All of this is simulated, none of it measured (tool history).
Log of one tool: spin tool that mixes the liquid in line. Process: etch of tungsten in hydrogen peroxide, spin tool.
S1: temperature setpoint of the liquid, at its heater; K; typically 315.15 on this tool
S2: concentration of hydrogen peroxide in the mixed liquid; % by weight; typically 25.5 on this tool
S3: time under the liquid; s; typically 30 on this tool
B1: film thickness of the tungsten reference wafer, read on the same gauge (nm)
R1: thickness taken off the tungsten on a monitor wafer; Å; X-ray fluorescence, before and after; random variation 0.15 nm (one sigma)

| run | hour | S1 | S2 | S3 | B1 | R1 |
|---|---|---|---|---|---|---|
| 1 | 0.0 | 315.15 | 25.5 | 30 | 90.01 | 273.8 |
| 2 | 26.3 | 315.15 | 25.5 | 30 | 89.99 | 272.1 |
| 3 | 58.5 | 315.15 | 25.5 | 30 | 90.00 | 271.1 |
| 4 | 141.7 | 315.15 | 25.5 | 30 | 90.02 | 268.7 |
| 5 | 156.7 | 315.15 | 25.5 | 30 | 90.00 | 268.4 |
|  | 162.5 | gauge calibrated |
| 6 | 172.6 | 315.15 | 25.5 | 30 | 89.99 | 267.3 |
| 7 | 203.9 | 315.15 | 25.5 | 30 | 89.99 | 267.6 |
| 8 | 223.5 | 315.15 | 25.5 | 30 | 90.01 | 268.0 |
| 9 | 235.5 | 315.15 | 23.0 | 30 | 90.03 | 253.5 |
| 10 | 257.3 | 307.15 | 20.5 | 15 | 90.00 | 69.8 |
| 11 | 282.1 | 315.15 | 25.5 | 30 | 90.00 | 266.3 |
|  | 307.1 | peroxide flow meter replaced |
| 12 | 309.8 | 322.65 | 27.5 | 30 | 89.98 | 441.6 |
|  | 332.2 | new drum of peroxide connected |
|  | 332.3 | heated supply line repaired |
| 13 | 340.6 | 310.15 | 23.0 | 30 | 89.99 | 201.0 |
|  | 371.7 | thermometer replaced |
| 14 | 396.8 | 315.15 | 25.5 | 30 | 90.02 | 293.4 |
|  | 398.3 | gauge calibrated |
| 15 | 411.8 | 315.15 | 25.5 | 30 | 90.02 | 293.5 |
| 16 | 445.0 | 321.65 | 25.5 | 20 | 89.99 | 295.6 |
| 17 | 477.2 | 308.65 | 20.5 | 15 | 90.01 | 86.0 |

Run 18, settings as shown, results not yet in. Your forecast:
| 18 | 499.2 | 321.15 | 25.5 | 30 | ? | ? |

Run 18 gave B1 90.00, R1 427.3 Å.
Take away the tool's hidden state, keep the run-to-run variation as it was, and the same run would have given R1 439.1 Å.

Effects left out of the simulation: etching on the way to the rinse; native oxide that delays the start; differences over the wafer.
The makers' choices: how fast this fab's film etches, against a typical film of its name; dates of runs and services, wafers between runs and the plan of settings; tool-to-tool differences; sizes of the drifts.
